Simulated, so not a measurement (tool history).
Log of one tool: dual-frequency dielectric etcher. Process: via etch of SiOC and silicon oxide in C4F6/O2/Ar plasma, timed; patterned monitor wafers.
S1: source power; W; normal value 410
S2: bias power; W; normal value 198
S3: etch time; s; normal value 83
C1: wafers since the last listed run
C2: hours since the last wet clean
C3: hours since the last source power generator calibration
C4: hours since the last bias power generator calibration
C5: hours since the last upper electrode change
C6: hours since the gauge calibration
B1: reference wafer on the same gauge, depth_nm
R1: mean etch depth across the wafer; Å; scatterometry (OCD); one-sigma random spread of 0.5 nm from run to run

run    hour   S1   S2    S3   C1     C2      C3      C4      C5      C6     B1    R1
  1       0  350  198    83    0    0.3  1201.7  1450.3  2817.2   310.4  100.9  1018
  2    57.9  410  198  64.5  477   58.2  1259.6  1508.2  2875.1   368.3    101   817
  3   144.4  410  198  64.5  714  144.7  1346.1  1594.7  2961.6   454.8    101   816
  4   202.1  410  237    83  476  202.4  1403.8  1652.4  3019.3   512.5    101  1134
  5   242.9  410  237    83  336  243.2  1444.6  1693.2  3060.1   553.3  100.9  1125
  6   281.1  410  198    83  315  281.4  1482.8  1731.4  3098.3   591.5  101.2  1051
  7   318.5  410  198    75  308  318.8  1520.2  1768.8  3135.7   628.9  101.1   949
  8   416.9  410  158    83  812  417.2  1618.6  1867.2  3234.1   727.3  101.2   953
      492.2  -- bias power generator calibrated
  9   518.2  410  198    83  803  518.5  1719.9      26  3335.4   828.6  101.1  1079
      542.7  -- wet clean of the chamber
 10   560.4  410  198    83  150   17.7  1762.1    68.2  3377.6   870.8  101.2  1065
 11   614.7  410  172    83  448     72  1816.4   122.5  3431.9   925.1  100.7  1005
      639.8  -- source power generator calibrated
 12   677.8  410  172    83  487  135.1      38   185.6    3495   988.2  101.1  1015
        717  -- upper electrode replaced, of another model than before
 13   739.9  410  198    83  314  197.2   100.1   247.7    22.9  1050.3  101.1  1063
 14   842.7  490  198  76.5  848    300   202.9   350.5   125.7  1153.1    101   995
      888.1  -- gauge calibrated
 15   911.1  410  172    83  564  368.4   271.3   418.9   194.1      23    101   958
 16   966.8  450  158  67.5  459  424.1     327   474.6   249.8    78.7  101.1   733
 17  1070.7  410  213    83  857    528   430.9   578.5   353.7   182.6    101  1106
     1146.8  -- wet clean of the chamber
 18  1147.3  410  172    83  434    0.5   507.5   655.1   430.3   259.2    101   946

Estimate the outcome of run 19 from the log above:
 19  1178.7  410  198  83  259  31.9  538.9  686.5  461.7  290.6   ?   ?

Run 19 came out at B1 100.8, R1 1045 Å.
Minus the tool's unlogged condition, the same run would have read R1 1069 Å.
